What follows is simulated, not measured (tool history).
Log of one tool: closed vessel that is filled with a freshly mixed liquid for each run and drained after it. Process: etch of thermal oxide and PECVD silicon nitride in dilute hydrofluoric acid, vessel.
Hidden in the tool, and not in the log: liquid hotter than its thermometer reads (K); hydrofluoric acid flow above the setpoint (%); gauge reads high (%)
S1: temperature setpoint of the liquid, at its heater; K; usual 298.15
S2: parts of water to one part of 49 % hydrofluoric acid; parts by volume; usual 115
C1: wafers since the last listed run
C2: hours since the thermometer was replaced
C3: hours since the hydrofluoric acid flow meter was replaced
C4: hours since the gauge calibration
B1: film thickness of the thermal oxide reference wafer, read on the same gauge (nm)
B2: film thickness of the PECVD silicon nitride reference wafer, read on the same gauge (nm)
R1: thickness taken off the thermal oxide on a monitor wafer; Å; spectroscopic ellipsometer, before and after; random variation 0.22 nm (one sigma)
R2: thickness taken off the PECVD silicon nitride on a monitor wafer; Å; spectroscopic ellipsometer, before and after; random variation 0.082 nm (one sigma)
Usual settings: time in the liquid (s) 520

{"run": 1, "hour": 0.0, "S1": 298.15, "S2": 115, "time in the liquid (s)": 520, "C1": 0, "C2": 432.3, "C3": 359.1, "C4": 368.7, "B1": 49.99, "B2": 40, "R1": 230.9, "R2": 134.1}
{"run": 2, "hour": 73.1, "S1": 298.15, "S2": 115, "time in the liquid (s)": 520, "C1": 6695, "C2": 505.4, "C3": 432.2, "C4": 441.8, "B1": 49.99, "B2": 40.01, "R1": 234.6, "R2": 133.9}
{"run": 3, "hour": 152.3, "S1": 301.65, "S2": 145, "time in the liquid (s)": 520, "C1": 7253, "C2": 584.6, "C3": 511.4, "C4": 521, "B1": 50.01, "B2": 40.03, "R1": 203.3, "R2": 134.7}
{"run": 4, "hour": 213.0, "S1": 301.65, "S2": 145, "time in the liquid (s)": 520, "C1": 5559, "C2": 645.3, "C3": 572.1, "C4": 581.7, "B1": 50.02, "B2": 39.95, "R1": 203.8, "R2": 133.4}
{"run": 5, "hour": 250.3, "S1": 301.65, "S2": 145, "time in the liquid (s)": 520, "C1": 3416, "C2": 682.6, "C3": 609.4, "C4": 619, "B1": 49.99, "B2": 39.99, "R1": 205.4, "R2": 134.3}
{"run": 6, "hour": 319.1, "S1": 294.15, "S2": 115, "time in the liquid (s)": 520, "C1": 6301, "C2": 751.4, "C3": 678.2, "C4": 687.8, "B1": 49.99, "B2": 40.01, "R1": 199.7, "R2": 104.2}
{"run": 7, "hour": 395.9, "S1": 294.15, "S2": 115, "time in the liquid (s)": 520, "C1": 7034, "C2": 828.2, "C3": 755, "C4": 764.6, "B1": 50.01, "B2": 40.01, "R1": 205.5, "R2": 104.9}
{"run": 8, "hour": 485.3, "S1": 298.15, "S2": 80, "time in the liquid (s)": 520, "C1": 8188, "C2": 917.6, "C3": 844.4, "C4": 854, "B1": 49.98, "B2": 40.02, "R1": 360.7, "R2": 196.5}
{"run": 9, "hour": 549.5, "S1": 298.15, "S2": 115, "time in the liquid (s)": 520, "C1": 5880, "C2": 981.8, "C3": 908.6, "C4": 918.2, "B1": 49.99, "B2": 40, "R1": 242.2, "R2": 139.2}
{"run": 10, "hour": 592.9, "S1": 295.65, "S2": 170, "time in the liquid (s)": 520, "C1": 3974, "C2": 1025.2, "C3": 952, "C4": 961.6, "B1": 50.02, "B2": 40.02, "R1": 137.9, "R2": 81.5}
{"hour": 625.9, "done": "gauge calibrated"}
{"run": 11, "hour": 656.2, "S1": 295.65, "S2": 170, "time in the liquid (s)": 520, "C1": 5797, "C2": 1088.5, "C3": 1015.3, "C4": 30.3, "B1": 50, "B2": 40, "R1": 139, "R2": 81.8}
{"run": 12, "hour": 769.3, "S1": 296.65, "S2": 100, "time in the liquid (s)": 520, "C1": 10358, "C2": 1201.6, "C3": 1128.4, "C4": 143.4, "B1": 50.01, "B2": 39.98, "R1": 269.7, "R2": 148.2}
{"run": 13, "hour": 875.6, "S1": 299.65, "S2": 115, "time in the liquid (s)": 520, "C1": 9735, "C2": 1307.9, "C3": 1234.7, "C4": 249.7, "B1": 49.99, "B2": 40.01, "R1": 260.4, "R2": 154.9}
{"hour": 911.3, "done": "thermometer replaced"}
{"hour": 1067.7, "done": "hydrofluoric acid flow meter replaced"}
{"run": 14, "hour": 1157.9, "S1": 303.15, "S2": 115, "time in the liquid (s)": 520, "C1": 25672, "C2": 246.6, "C3": 90.2, "C4": 532, "B1": 49.99, "B2": 39.97, "R1": 310.2, "R2": 212.8}
{"hour": 1163.6, "done": "thermometer replaced, repeated, since the last time left the tool worse"}
{"run": 15, "hour": 1244.1, "S1": 294.65, "S2": 140, "time in the liquid (s)": 520, "C1": 7803, "C2": 80.5, "C3": 176.4, "C4": 618.2, "B1": 49.98, "B2": 40.02, "R1": 161.3, "R2": 84.3}
{"run": 16, "hour": 1298.1, "S1": 294.65, "S2": 55, "time in the liquid (s)": 625, "C1": 4945, "C2": 134.5, "C3": 230.4, "C4": 672.2, "B1": 50, "B2": 39.95, "R1": 548.2, "R2": 252.7}
{"run": 17, "hour": 1346.8, "S1": 298.15, "S2": 115, "time in the liquid (s)": 520, "C1": 4460, "C2": 183.2, "C3": 279.1, "C4": 720.9, "B1": 50.01, "B2": 40.02, "R1": 235.5, "R2": 129.4}
{"run": 18, "hour": 1442.3, "S1": 298.15, "S2": 170, "time in the liquid (s)": 520, "C1": 8746, "C2": 278.7, "C3": 374.6, "C4": 816.4, "B1": 49.99, "B2": 40.02, "R1": 149.6, "R2": 88.7}

Forecast each of these 3 alternatives for the next run:
{"run": "A", "hour": 1443.1, "S1": 298.15, "S2": 115, "time in the liquid (s)": 720, "C1": 73, "C2": 279.5, "C3": 375.4, "C4": 817.2, "B1": "?", "B2": "?", "R1": "?", "R2": "?"}
{"run": "B", "hour": 1443.1, "S1": 296.15, "S2": 145, "time in the liquid (s)": 700, "C1": 73, "C2": 279.5, "C3": 375.4, "C4": 817.2, "B1": "?", "B2": "?", "R1": "?", "R2": "?"}
{"run": "C", "hour": 1443.1, "S1": 300.65, "S2": 115, "time in the liquid (s)": 520, "C1": 73, "C2": 279.5, "C3": 375.4, "C4": 817.2, "B1": "?", "B2": "?", "R1": "?", "R2": "?"}

run=A B1=50 B2=40.07 R1=321.4 R2=181.4
run=B B1=50 B2=40.07 R1=221.4 R2=123.1
run=C B1=50 B2=40.07 R1=255.4 R2=153.7
Without the tool's hidden state the same runs would have given:
run=A R1=317 R2=177.2
run=B R1=218.3 R2=120.3
run=C R1=252 R2=150.3

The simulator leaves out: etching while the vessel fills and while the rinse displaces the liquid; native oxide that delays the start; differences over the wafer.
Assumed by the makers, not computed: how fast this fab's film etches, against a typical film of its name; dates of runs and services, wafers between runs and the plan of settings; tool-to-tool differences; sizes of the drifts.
